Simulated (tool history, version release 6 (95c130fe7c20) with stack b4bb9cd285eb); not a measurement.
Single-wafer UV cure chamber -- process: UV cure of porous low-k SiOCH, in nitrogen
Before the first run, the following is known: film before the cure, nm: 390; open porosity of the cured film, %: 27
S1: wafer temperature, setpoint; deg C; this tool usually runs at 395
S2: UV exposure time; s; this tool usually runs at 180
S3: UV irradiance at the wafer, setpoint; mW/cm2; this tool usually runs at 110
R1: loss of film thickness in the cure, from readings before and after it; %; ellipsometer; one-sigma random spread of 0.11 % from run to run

{"run": 1, "hour": 0.0, "S1": 395, "S2": 180, "S3": 110, "R1": 11.983}
{"run": 2, "hour": 58.9, "S1": 395, "S2": 180, "S3": 110, "R1": 12.266}
{"run": 3, "hour": 95.6, "S1": 395, "S2": 180, "S3": 110, "R1": 12.211}
{"hour": 169.3, "done": "quartz window cleaned"}
{"run": 4, "hour": 169.8, "S1": 395, "S2": 180, "S3": 110, "R1": 11.894}
{"run": 5, "hour": 228.7, "S1": 395, "S2": 180, "S3": 110, "R1": 12.119}
{"run": 6, "hour": 318.2, "S1": 395, "S2": 180, "S3": 110, "R1": 11.927}
{"run": 7, "hour": 376.0, "S1": 395, "S2": 180, "S3": 110, "R1": 12.065}
{"hour": 439.7, "done": "quartz window cleaned"}
{"run": 8, "hour": 440.2, "S1": 395, "S2": 95, "S3": 110, "R1": 9.069}
{"run": 9, "hour": 478.7, "S1": 395, "S2": 95, "S3": 110, "R1": 9.052}
{"hour": 497.1, "done": "UV bulbs replaced"}
{"run": 10, "hour": 539.1, "S1": 395, "S2": 205, "S3": 110, "R1": 12.62}
{"run": 11, "hour": 610.7, "S1": 377, "S2": 180, "S3": 130, "R1": 12.625}
{"hour": 652.8, "done": "quartz window cleaned"}
{"run": 12, "hour": 663.5, "S1": 410, "S2": 180, "S3": 98, "R1": 11.714}
{"run": 13, "hour": 718.4, "S1": 401, "S2": 180, "S3": 149, "R1": 13.684}
{"run": 14, "hour": 779.7, "S1": 395, "S2": 180, "S3": 110, "R1": 12.019}
{"run": 15, "hour": 825.9, "S1": 386, "S2": 220, "S3": 123, "R1": 13.374}
{"run": 16, "hour": 866.5, "S1": 406, "S2": 215, "S3": 110, "R1": 13.199}
{"hour": 906.2, "done": "quartz window cleaned"}
{"run": 17, "hour": 906.7, "S1": 395, "S2": 230, "S3": 110, "R1": 13.035}
{"run": 18, "hour": 971.6, "S1": 382, "S2": 255, "S3": 76, "R1": 11.543}
{"run": 19, "hour": 996.5, "S1": 395, "S2": 180, "S3": 110, "R1": 12.055}
{"run": 20, "hour": 1054.5, "S1": 385, "S2": 125, "S3": 80, "R1": 8.662}

What was the tool's hidden state at every run in the log?
lamp output below its setpoint, %: 0 across all the runs
transmission lost against a clean window, %: 0 across all the runs
